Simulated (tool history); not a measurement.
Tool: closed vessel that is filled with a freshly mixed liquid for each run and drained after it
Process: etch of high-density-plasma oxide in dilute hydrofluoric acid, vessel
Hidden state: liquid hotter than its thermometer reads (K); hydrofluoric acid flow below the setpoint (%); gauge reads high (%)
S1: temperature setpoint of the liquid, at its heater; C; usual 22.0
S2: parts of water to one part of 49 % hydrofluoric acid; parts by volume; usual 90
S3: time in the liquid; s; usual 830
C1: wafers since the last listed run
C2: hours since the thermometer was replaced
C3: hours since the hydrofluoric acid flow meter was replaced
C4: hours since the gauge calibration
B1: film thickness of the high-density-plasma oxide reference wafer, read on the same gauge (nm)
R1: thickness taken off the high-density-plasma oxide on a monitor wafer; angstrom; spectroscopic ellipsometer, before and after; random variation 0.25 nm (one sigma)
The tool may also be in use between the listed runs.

run	hour	S1	S2	S3	C1	C2	C3	C4	B1	R1
1	0.0	22.0	90	1060	0	2408.5	2055.4	100.5	99.99	528.2
2	26.9	22.0	90	1060	1609	2435.4	2082.3	127.4	99.99	532.4
3	49.8	22.0	105	540	1369	2458.3	2105.2	150.3	99.98	225.1
4	69.8	22.0	105	540	1196	2478.3	2125.2	170.3	100.03	225.1
5	83.1	22.0	90	830	795	2491.6	2138.5	183.6	100.02	411.6
6	99.1	22.0	90	830	957	2507.6	2154.5	199.6	100.01	412.8
7	128.7	25.5	80	830	1770	2537.2	2184.1	229.2	100.02	538.4
# hour 134.6: gauge calibrated
8	147.7	22.0	90	830	1136	2556.2	2203.1	13.1	100.01	407.1
9	165.3	22.0	90	830	1052	2573.8	2220.7	30.7	99.99	411.2
10	182.2	22.0	90	700	1011	2590.7	2237.6	47.6	100.02	347.5
11	197.6	22.0	90	830	921	2606.1	2253.0	63.0	100.03	408.3
12	217.6	22.0	90	830	1196	2626.1	2273.0	83.0	100.02	409.2
13	233.8	19.5	65	830	969	2642.3	2289.2	99.2	100.02	525.8
14	253.8	25.5	80	830	1196	2662.3	2309.2	119.2	100.01	529.3

The next listed run, before its measurement:
15	269.9	17.5	90	475	963	2678.4	2325.3	135.3	?	?

Run 15 gave B1 100.03, R1 193.4 angstrom.
Without the tool's hidden state the same run would have given R1 230.2 angstrom.

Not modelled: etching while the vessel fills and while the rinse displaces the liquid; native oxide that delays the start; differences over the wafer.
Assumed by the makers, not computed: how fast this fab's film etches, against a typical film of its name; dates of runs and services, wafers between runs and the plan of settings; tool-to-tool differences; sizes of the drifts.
